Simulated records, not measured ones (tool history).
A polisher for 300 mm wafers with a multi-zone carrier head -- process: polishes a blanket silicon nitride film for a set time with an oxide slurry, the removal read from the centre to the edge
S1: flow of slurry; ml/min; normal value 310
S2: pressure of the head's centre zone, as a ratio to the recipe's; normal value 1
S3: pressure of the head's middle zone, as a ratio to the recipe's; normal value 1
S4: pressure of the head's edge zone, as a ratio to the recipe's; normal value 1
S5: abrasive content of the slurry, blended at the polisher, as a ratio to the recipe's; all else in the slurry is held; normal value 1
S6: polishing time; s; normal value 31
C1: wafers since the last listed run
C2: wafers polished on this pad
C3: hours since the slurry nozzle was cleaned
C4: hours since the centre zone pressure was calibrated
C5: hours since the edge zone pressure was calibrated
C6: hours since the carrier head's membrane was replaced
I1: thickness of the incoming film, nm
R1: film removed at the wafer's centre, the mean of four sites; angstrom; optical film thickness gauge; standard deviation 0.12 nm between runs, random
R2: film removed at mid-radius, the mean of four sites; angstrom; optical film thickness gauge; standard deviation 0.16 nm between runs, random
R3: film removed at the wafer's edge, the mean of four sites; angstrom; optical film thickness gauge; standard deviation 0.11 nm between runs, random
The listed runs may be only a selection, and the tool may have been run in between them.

{"run": 1, "hour": 0.0, "S1": 310, "S2": 1, "S3": 1, "S4": 1, "S5": 1, "S6": 31, "C1": 0, "C2": 2006, "C3": 370, "C4": 423.9, "C5": 1251.1, "C6": 1429, "I1": 382.2, "R1": 187, "R2": 178, "R3": 179}
{"hour": 14.5, "done": "worn pad replaced by a new one"}
{"run": 2, "hour": 21.9, "S1": 310, "S2": 1, "S3": 1, "S4": 1, "S5": 1, "S6": 31, "C1": 291, "C2": 120, "C3": 391.9, "C4": 445.8, "C5": 1273, "C6": 1450.9, "I1": 380.6, "R1": 195, "R2": 184, "R3": 187}
{"run": 3, "hour": 55.1, "S1": 310, "S2": 1, "S3": 1, "S4": 1, "S5": 1, "S6": 31, "C1": 540, "C2": 660, "C3": 425.1, "C4": 479, "C5": 1306.2, "C6": 1484.1, "I1": 383.3, "R1": 188, "R2": 177, "R3": 179}
{"run": 4, "hour": 86.0, "S1": 310, "S2": 1, "S3": 1, "S4": 1, "S5": 1, "S6": 31, "C1": 502, "C2": 1163, "C3": 456, "C4": 509.9, "C5": 1337.1, "C6": 1515, "I1": 380.4, "R1": 186, "R2": 177, "R3": 180}
{"run": 5, "hour": 118.9, "S1": 310, "S2": 1, "S3": 1, "S4": 1, "S5": 1, "S6": 31, "C1": 535, "C2": 1699, "C3": 488.9, "C4": 542.8, "C5": 1370, "C6": 1547.9, "I1": 381.5, "R1": 189, "R2": 179, "R3": 179}
{"hour": 123.7, "done": "worn pad replaced by a new one"}
{"hour": 125.4, "done": "slurry nozzle cleaned"}
{"hour": 144.5, "done": "carrier head's membrane replaced by a new one"}
{"run": 6, "hour": 145.0, "S1": 310, "S2": 1, "S3": 1, "S4": 1, "S5": 1, "S6": 31, "C1": 261, "C2": 248, "C3": 19.6, "C4": 568.9, "C5": 1396.1, "C6": 0.5, "I1": 382.8, "R1": 195, "R2": 182, "R3": 184}
{"run": 7, "hour": 165.7, "S1": 310, "S2": 1, "S3": 1, "S4": 1, "S5": 1, "S6": 31, "C1": 336, "C2": 585, "C3": 40.3, "C4": 589.6, "C5": 1416.8, "C6": 21.2, "I1": 374, "R1": 193, "R2": 180, "R3": 182}
{"run": 8, "hour": 179.8, "S1": 310, "S2": 1, "S3": 1, "S4": 1, "S5": 1, "S6": 38, "C1": 229, "C2": 814, "C3": 54.4, "C4": 603.7, "C5": 1430.9, "C6": 35.3, "I1": 380.8, "R1": 234, "R2": 220, "R3": 223}
{"run": 9, "hour": 202.2, "S1": 310, "S2": 1, "S3": 1, "S4": 0.89, "S5": 0.8, "S6": 31, "C1": 364, "C2": 1179, "C3": 76.8, "C4": 626.1, "C5": 1453.3, "C6": 57.7, "I1": 383.1, "R1": 173, "R2": 161, "R3": 155}
{"run": 10, "hour": 237.4, "S1": 310, "S2": 1, "S3": 1, "S4": 1, "S5": 1.2, "S6": 31, "C1": 572, "C2": 1752, "C3": 112, "C4": 661.3, "C5": 1488.5, "C6": 92.9, "I1": 382.6, "R1": 204, "R2": 195, "R3": 192}
{"hour": 268.2, "done": "edge zone pressure recalibrated"}
{"hour": 269.1, "done": "worn pad replaced by a new one"}
{"run": 11, "hour": 269.6, "S1": 310, "S2": 1, "S3": 1, "S4": 1, "S5": 1, "S6": 31, "C1": 475, "C2": 7, "C3": 144.2, "C4": 693.5, "C5": 1.4, "C6": 125.1, "I1": 375.5, "R1": 204, "R2": 190, "R3": 190}
{"run": 12, "hour": 283.9, "S1": 310, "S2": 1.11, "S3": 1, "S4": 1, "S5": 0.85, "S6": 31, "C1": 232, "C2": 240, "C3": 158.5, "C4": 707.8, "C5": 15.7, "C6": 139.4, "I1": 381, "R1": 202, "R2": 174, "R3": 173}
{"run": 13, "hour": 298.1, "S1": 310, "S2": 1, "S3": 1.07, "S4": 1, "S5": 1, "S6": 36, "C1": 231, "C2": 471, "C3": 172.7, "C4": 722, "C5": 29.9, "C6": 153.6, "I1": 372.7, "R1": 229, "R2": 223, "R3": 213}
{"run": 14, "hour": 325.8, "S1": 310, "S2": 1, "S3": 1, "S4": 1, "S5": 1, "S6": 31, "C1": 450, "C2": 922, "C3": 200.4, "C4": 749.7, "C5": 57.6, "C6": 181.3, "I1": 383.5, "R1": 195, "R2": 181, "R3": 181}
{"hour": 336.9, "done": "centre zone pressure recalibrated"}
{"run": 15, "hour": 357.0, "S1": 310, "S2": 1, "S3": 1.1, "S4": 0.88, "S5": 0.8, "S6": 31, "C1": 475, "C2": 1397, "C3": 231.6, "C4": 20.1, "C5": 88.8, "C6": 212.5, "I1": 376.5, "R1": 164, "R2": 171, "R3": 155}
{"run": 16, "hour": 376.4, "S1": 310, "S2": 1, "S3": 1, "S4": 1, "S5": 1.2, "S6": 31, "C1": 315, "C2": 1712, "C3": 251, "C4": 39.5, "C5": 108.2, "C6": 231.9, "I1": 382.8, "R1": 195, "R2": 192, "R3": 194}
{"hour": 384.4, "done": "worn pad replaced by a new one"}
{"run": 17, "hour": 404.5, "S1": 310, "S2": 1, "S3": 1, "S4": 1, "S5": 1.1, "S6": 31, "C1": 392, "C2": 327, "C3": 279.1, "C4": 67.6, "C5": 136.3, "C6": 260, "I1": 381, "R1": 196, "R2": 192, "R3": 191}
{"run": 18, "hour": 425.6, "S1": 310, "S2": 0.91, "S3": 1, "S4": 1, "S5": 0.85, "S6": 31, "C1": 343, "C2": 670, "C3": 300.2, "C4": 88.7, "C5": 157.4, "C6": 281.1, "I1": 374.8, "R1": 161, "R2": 167, "R3": 171}
{"run": 19, "hour": 442.2, "S1": 310, "S2": 0.94, "S3": 1, "S4": 1, "S5": 1, "S6": 41, "C1": 270, "C2": 940, "C3": 316.8, "C4": 105.3, "C5": 174, "C6": 297.7, "I1": 382.8, "R1": 230, "R2": 240, "R3": 240}
{"run": 20, "hour": 504.5, "S1": 310, "S2": 1, "S3": 1, "S4": 1.1, "S5": 0.7, "S6": 31, "C1": 1013, "C2": 1954, "C3": 379.1, "C4": 167.6, "C5": 236.3, "C6": 360, "I1": 377.8, "R1": 155, "R2": 151, "R3": 161}
{"hour": 522.5, "done": "worn pad replaced by a new one"}
{"run": 21, "hour": 531.3, "S1": 310, "S2": 1, "S3": 1, "S4": 0.95, "S5": 1, "S6": 35, "C1": 371, "C2": 142, "C3": 405.9, "C4": 194.4, "C5": 263.1, "C6": 386.8, "I1": 376, "R1": 215, "R2": 205, "R3": 204}

Pick out some run-to-run changes in R1. Of each, how much would a tool without hidden state show as well, from the settings, what came in and chance, and how much is left for the hidden state and any gauge scatter not in both results compared?
Hidden conditions of the tool in this case: removal rate lost through wear of the pad, %; slurry flow missing at the pad, %; deviation of the centre zone's pressure from its setpoint, %; deviation of the edge zone's pressure from its setpoint, %.
Run 10 -> 11: S5 1.2 -> 1, edge zone pressure recalibrated, worn pad replaced by a new one. R1 +0 angstrom: hidden state +12, all else -12.
Run 14 -> 15: S3 1 -> 1.1, S4 1 -> 0.88, S5 1 -> 0.8, centre zone pressure recalibrated. R1 -31 angstrom: hidden state -15, all else -16.
Run 18 -> 19: S2 0.91 -> 0.94, S5 0.85 -> 1, S6 31 -> 41. R1 +69 angstrom: hidden state -4, all else +73.
Run 19 -> 20: S2 0.94 -> 1, S4 1 -> 1.1, S5 1 -> 0.7, S6 41 -> 31. R1 -75 angstrom: hidden state +1, all else -76.

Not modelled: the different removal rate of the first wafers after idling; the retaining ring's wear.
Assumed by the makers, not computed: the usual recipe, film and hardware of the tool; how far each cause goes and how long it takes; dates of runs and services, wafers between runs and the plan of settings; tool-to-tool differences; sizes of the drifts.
